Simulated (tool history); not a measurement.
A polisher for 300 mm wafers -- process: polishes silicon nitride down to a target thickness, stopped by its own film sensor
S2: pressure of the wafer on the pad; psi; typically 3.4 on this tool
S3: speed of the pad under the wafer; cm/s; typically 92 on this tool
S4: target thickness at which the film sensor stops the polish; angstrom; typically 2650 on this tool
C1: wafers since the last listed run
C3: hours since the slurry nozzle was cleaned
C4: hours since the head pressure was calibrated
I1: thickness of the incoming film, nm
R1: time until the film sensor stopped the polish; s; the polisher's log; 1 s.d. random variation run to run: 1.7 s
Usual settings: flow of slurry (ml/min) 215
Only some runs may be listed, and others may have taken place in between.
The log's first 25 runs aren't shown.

Run 26, day 27.075: usual settings but S2 3.1 psi, S3 108 cm/s; C1 129; wafers polished on this pad 1451; C3 400.0; C4 26.2; I1 499.4. Result: R1 164.5 s.
Run 27, day 28.008: usual settings but S4 2380 angstrom; C1 135; wafers polished on this pad 1586; C3 422.4; C4 48.6; I1 497.2. Result: R1 192.7 s.
Run 28, day 29.025: usual settings but S2 4.0 psi, S4 3170 angstrom; C1 147; wafers polished on this pad 1734; C3 446.8; C4 73.0; I1 495.6. Result: R1 115.4 s.
At day 30.492: worn pad replaced by a new one, of another model than before.
Run 29, day 31.767: usual settings; C1 373; wafers polished on this pad 184; C3 512.6; C4 138.8; I1 496.9. Result: R1 154.0 s.
Run 30, day 32.967: usual settings; C1 173; wafers polished on this pad 358; C3 541.4; C4 167.6; I1 490.4. Result: R1 154.3 s.
Run 31, day 33.796: usual settings but flow of slurry (ml/min) 240, S3 62 cm/s; C1 120; wafers polished on this pad 478; C3 561.3; C4 187.5; I1 493.1. Result: R1 186.1 s.
At day 37.383: slurry nozzle cleaned.
Run 32, day 37.788: usual settings but flow of slurry (ml/min) 275, S2 3.1 psi; C1 572; wafers polished on this pad 1050; C3 9.7; C4 283.3; I1 498.6. Result: R1 170.6 s.
Run 33, day 38.304: usual settings but S3 84 cm/s; C1 74; wafers polished on this pad 1125; C3 22.1; C4 295.7; I1 490.8. Result: R1 171.1 s.
Run 34, day 39.179: usual settings; C1 126; wafers polished on this pad 1252; C3 43.1; C4 316.7; I1 489.3. Result: R1 164.3 s.
At day 41.750: worn pad replaced by a new one.
Run 35, day 43.117: usual settings but S3 116 cm/s, S4 2850 angstrom; C1 546; wafers polished on this pad 197; C3 137.6; C4 411.2; I1 491.0. Result: R1 120.5 s.
Run 36, day 44.588: usual settings but S3 62 cm/s, S4 1920 angstrom; C1 213; wafers polished on this pad 411; C3 172.9; C4 446.5; I1 500.6. Result: R1 255.4 s.
Run 37, day 47.175: usual settings; C1 374; wafers polished on this pad 785; C3 235.0; C4 508.6; I1 489.1. Result: R1 150.2 s.

4 options for the next run, each taken on its own from the tool as it stands now. Forecast them:
Run A, day 47.196: usual settings; C1 3; wafers polished on this pad 788; C3 235.5; C4 509.1; I1 497.9. Result: R1 ?.
Run B, day 47.196: usual settings but flow of slurry (ml/min) 265, S2 2.9 psi, S4 2350 angstrom; C1 3; wafers polished on this pad 788; C3 235.5; C4 509.1; I1 497.9. Result: R1 ?.
Run C, day 47.196: usual settings but flow of slurry (ml/min) 160, S2 2.5 psi, S4 2330 angstrom; C1 3; wafers polished on this pad 788; C3 235.5; C4 509.1; I1 497.9. Result: R1 ?.
Run D, day 47.196: usual settings but S2 2.4 psi, S3 100 cm/s; C1 3; wafers polished on this pad 788; C3 235.5; C4 509.1; I1 497.9. Result: R1 ?.

run     R1
  A  163.8
  B  205.6
  C  243.5
  D  204.5
With the hidden condition removed and each run's random variation left untouched, the same runs would have given:
run     R1
  A  159.5
  B  200.2
  C  237.1
  D  199.1
